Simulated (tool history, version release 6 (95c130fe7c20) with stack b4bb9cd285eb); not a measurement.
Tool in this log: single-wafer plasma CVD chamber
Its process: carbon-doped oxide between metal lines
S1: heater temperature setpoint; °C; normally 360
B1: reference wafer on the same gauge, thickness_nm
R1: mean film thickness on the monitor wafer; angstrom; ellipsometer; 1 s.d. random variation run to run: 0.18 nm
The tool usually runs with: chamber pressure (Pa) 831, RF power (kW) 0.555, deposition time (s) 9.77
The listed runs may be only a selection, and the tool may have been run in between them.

Run 1, day 0: usual settings; B1 59.228. Result: R1 518.54 angstrom.
Run 2, day 3.338: usual settings; B1 59.287. Result: R1 519.88 angstrom.
Run 3, day 5.775: usual settings but S1 371 °C, deposition time (s) 11.07; B1 59.186. Result: R1 575.41 angstrom.
Run 4, day 8.842: usual settings but S1 371 °C, deposition time (s) 11.07; B1 59.174. Result: R1 574.87 angstrom.
Run 5, day 10.542: usual settings but S1 371 °C, deposition time (s) 11.07; B1 59.206. Result: R1 576.78 angstrom.
Run 6, day 14.821: usual settings; B1 59.261. Result: R1 519.7 angstrom.
At day 18.138: RF generator calibrated.
Run 7, day 18.183: usual settings; B1 59.187. Result: R1 539.37 angstrom.
Run 8, day 20.946: usual settings; B1 59.274. Result: R1 540.53 angstrom.
Run 9, day 25.342: usual settings; B1 59.207. Result: R1 537.02 angstrom.
Run 10, day 29.133: usual settings; B1 59.207. Result: R1 532.68 angstrom.
Run 11, day 32.279: usual settings; B1 59.213. Result: R1 530.28 angstrom.
Run 12, day 35.471: usual settings but S1 345 °C, chamber pressure (Pa) 895, RF power (kW) 0.45, deposition time (s) 7.9; B1 59.16. Result: R1 396.63 angstrom.
Run 13, day 39.417: usual settings; B1 59.084. Result: R1 524.78 angstrom.
Run 14, day 42.671: usual settings; B1 59.107. Result: R1 526.98 angstrom.
Run 15, day 46.725: usual settings but S1 375 °C; B1 59.21. Result: R1 508.79 angstrom.
At day 49.371: thermocouple changed; heater temperature recalibrated.
Run 16, day 51.188: usual settings but deposition time (s) 10.78; B1 59.316. Result: R1 575.14 angstrom.
Run 17, day 54.738: usual settings but deposition time (s) 8.14; B1 59.223. Result: R1 437.28 angstrom.
Run 18, day 58.567: usual settings but RF power (kW) 0.64, deposition time (s) 9.01; B1 59.181. Result: R1 518.5 angstrom.
At day 61.396: showerhead replaced.
Run 19, day 62.233: usual settings but S1 366 °C, chamber pressure (Pa) 761; B1 59.198. Result: R1 504.77 angstrom.
Run 20, day 63.896: usual settings but S1 374 °C, chamber pressure (Pa) 748; B1 59.149. Result: R1 497.72 angstrom.
At day 64.217: gauge calibrated.
At day 66.725: capacitance manometer re-zeroed and calibrated.
Run 21, day 67.533: usual settings but S1 364 °C; B1 59.13. Result: R1 513.18 angstrom.
Run 22, day 69.95: usual settings but S1 352 °C, RF power (kW) 0.475; B1 59.287. Result: R1 484.22 angstrom.
Run 23, day 73.733: usual settings; B1 59.184. Result: R1 517.5 angstrom.
Run 24, day 76.317: usual settings but chamber pressure (Pa) 949, RF power (kW) 0.6, deposition time (s) 8.48; B1 59.294. Result: R1 474.62 angstrom.
Run 25, day 80.188: usual settings but S1 345 °C, deposition time (s) 8.81; B1 59.191. Result: R1 487.04 angstrom.
Run 26, day 83.338: usual settings; B1 59.239. Result: R1 517.98 angstrom.
At day 84.212: RF generator calibrated.
Run 27, day 85.838: usual settings but chamber pressure (Pa) 963; B1 59.204. Result: R1 544.34 angstrom.
Run 28, day 88.592: usual settings but S1 364 °C, RF power (kW) 0.665, deposition time (s) 10.48; B1 59.204. Result: R1 624.78 angstrom.
Run 29, day 91.992: usual settings but S1 355 °C, RF power (kW) 0.515; B1 59.174. Result: R1 516.44 angstrom.

Each row is a separate what-if for the run after 29, all from the same tool condition, not one after another. Results?
Run A, day 92.008: usual settings but deposition time (s) 8.67; B1 ?. Result: R1 ?.
Run B, day 92.008: usual settings but chamber pressure (Pa) 992, RF power (kW) 0.645; B1 ?. Result: R1 ?.
Run C, day 92.008: usual settings but deposition time (s) 9.11; B1 ?. Result: R1 ?.

run      B1      R1
  A  59.136  471.26
  B  59.136  583.91
  C  59.136  494.81
Stripped of hidden state, with their random variation kept, the same runs would have yielded:
run      R1
  A  481.83
  B  596.75
  C  505.91
